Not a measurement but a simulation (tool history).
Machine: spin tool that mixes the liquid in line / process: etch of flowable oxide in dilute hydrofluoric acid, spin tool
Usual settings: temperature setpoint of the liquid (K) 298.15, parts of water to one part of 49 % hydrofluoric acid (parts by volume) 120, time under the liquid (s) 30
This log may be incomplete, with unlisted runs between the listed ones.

run    hour  temperature setpoint of the liquid (K)  parts of water to one part of 49 % hydrofluoric acid (parts by volume)  time under the liquid (s)  wafers since the last listed run  hours since the thermometer was replaced  hours since the hydrofluoric acid flow meter was replaced  hours since the gauge calibration  read-back film thickness of the flowable oxide reference wafer, read on the same gauge (nm)  thickness taken off the flowable oxide on a monitor wafer (nm)
  1     0.0                                  298.15                                                                     120                         30                                 0                                    1301.8                                                     1810.9                              501.7                                                                                        58.71                                                           15.28
  2    58.6                                  294.65                                                                     120                         30                               958                                    1360.4                                                     1869.5                              560.3                                                                                        58.65                                                           13.50
  3   102.1                                  294.65                                                                     120                         30                               711                                    1403.9                                                     1913.0                              603.8                                                                                        58.53                                                           13.13
  4   126.9                                  294.65                                                                     120                         30                               405                                    1428.7                                                     1937.8                              628.6                                                                                        58.48                                                           13.16
  5   153.4                                  298.15                                                                     120                         40                               433                                    1455.2                                                     1964.3                              655.1                                                                                        58.44                                                           20.45
  6   185.6                                  298.15                                                                     120                         40                               526                                    1487.4                                                     1996.5                              687.3                                                                                        58.34                                                           20.35
  7   219.3                                  298.15                                                                     120                         30                               551                                    1521.1                                                     2030.2                              721.0                                                                                        58.25                                                           15.29
  8   271.1                                  298.15                                                                     120                         30                               847                                    1572.9                                                     2082.0                              772.8                                                                                        58.16                                                           15.00
  9   296.4                                  298.15                                                                      95                         30                               413                                    1598.2                                                     2107.3                              798.1                                                                                        58.10                                                           19.92
 10   350.5                                  298.15                                                                     120                         30                               885                                    1652.3                                                     2161.4                              852.2                                                                                        57.93                                                           15.12
 11   379.7                                  300.65                                                                     120                         15                               477                                    1681.5                                                     2190.6                              881.4                                                                                        57.81                                                            8.27
 12   408.8                                  300.65                                                                     120                         15                               476                                    1710.6                                                     2219.7                              910.5                                                                                        57.71                                                            8.20
 13   472.9                                  298.15                                                                     120                         30                              1048                                    1774.7                                                     2283.8                              974.6                                                                                        57.48                                                           15.27
 14   511.0                                  298.15                                                                     120                         30                               623                                    1812.8                                                     2321.9                             1012.7                                                                                        57.35                                                           15.03
 15   580.2                                  298.15                                                                     120                         30                              1132                                    1882.0                                                     2391.1                             1081.9                                                                                        57.06                                                           14.93
 16   619.5                                  298.15                                                                     120                         30                               642                                    1921.3                                                     2430.4                             1121.2                                                                                        56.96                                                           14.84
 17   654.2                                  298.15                                                                     120                         30                               567                                    1956.0                                                     2465.1                             1155.9                                                                                        56.79                                                           14.76
      701.2  -- hydrofluoric acid flow meter replaced
 18   719.0                                  299.65                                                                     170                         15                              1043                                    2020.8                                                       17.8                             1220.7                                                                                        56.52                                                            5.18
 19   787.6                                  298.15                                                                     145                         30                              1122                                    2089.4                                                       86.4                             1289.3                                                                                        56.21                                                           11.77
      806.6  -- gauge calibrated
 20   820.2                                  298.15                                                                      70                         25                               533                                    2122.0                                                      119.0                               13.6                                                                                        59.96                                                           23.86
      858.0  -- thermometer replaced
 21   891.7                                  298.15                                                                      95                         50                              1153                                      33.7                                                      190.5                               85.1                                                                                        59.92                                                           33.96
 22   925.8                                  298.15                                                                     120                         30                               557                                      67.8                                                      224.6                              119.2                                                                                        59.91                                                           15.97
 23  1131.3                                  298.15                                                                      85                         30                              3362                                     273.3                                                      430.1                              324.7                                                                                        59.72                                                           22.89
 24  1167.1                                  298.15                                                                     120                         30                               585                                     309.1                                                      465.9                              360.5                                                                                        59.70                                                           15.64
 25  1227.7                                  300.65                                                                     120                         15                               991                                     369.7                                                      526.5                              421.1                                                                                        59.58                                                            8.57
 26  1265.3                                  298.15                                                                     120                         30                               615                                     407.3                                                      564.1                              458.7                                                                                        59.56                                                           15.58
 27  1317.8                                  298.15                                                                      80                         30                               858                                     459.8                                                      616.6                              511.2                                                                                        59.46                                                           24.76
 28  1341.8                                  299.65                                                                     120                         30                               392                                     483.8                                                      640.6                              535.2                                                                                        59.42                                                           16.60
 29  1372.0                                  298.15                                                                     120                         30                               494                                     514.0                                                      670.8                              565.4                                                                                        59.31                                                           15.45
 30  1413.2                                  302.65                                                                     140                         40                               674                                     555.2                                                      712.0                              606.6                                                                                        59.28                                                           20.35
 31  1543.8                                  298.15                                                                     100                         15                              2136                                     685.8                                                      842.6                              737.2                                                                                        58.98                                                            9.51
 32  1589.2                                  300.65                                                                     120                         15                               742                                     731.2                                                      888.0                              782.6                                                                                        58.83                                                            8.51
 33  1615.8                                  298.15                                                                     120                         15                               435                                     757.8                                                      914.6                              809.2                                                                                        58.75                                                            7.68
 34  1669.3                                  298.15                                                                     120                         30                               875                                     811.3                                                      968.1                              862.7                                                                                        58.61                                                           15.27
 35  1737.9                                  298.15                                                                     165                         30                              1122                                     879.9                                                     1036.7                              931.3                                                                                        58.35                                                           10.45

What was the tool's hidden state at every run in the log?
liquid colder than its thermometer reads (K): 0, the same for each run
hydrofluoric acid flow below the setpoint (%): 0, the same for each run
H1: gauge reads high (%)
run      H1
  1   -2.08
  2   -2.27
  3   -2.42
  4   -2.51
  5   -2.62
  6   -2.75
  7   -2.89
  8   -3.12
  9   -3.24
 10   -3.51
 11   -3.66
 12   -3.82
 13   -4.18
 14   -4.41
 15   -4.84
 16    -5.1
 17   -5.34
 18    -5.8
 19   -6.32
 20   -0.11
 21  -0.131
 22  -0.152
 23  -0.426
 24    -0.5
 25  -0.642
 26  -0.741
 27  -0.894
 28  -0.969
 29   -1.07
 30   -1.21
 31   -1.74
 32   -1.95
 33   -2.07
 34   -2.34
 35   -2.71
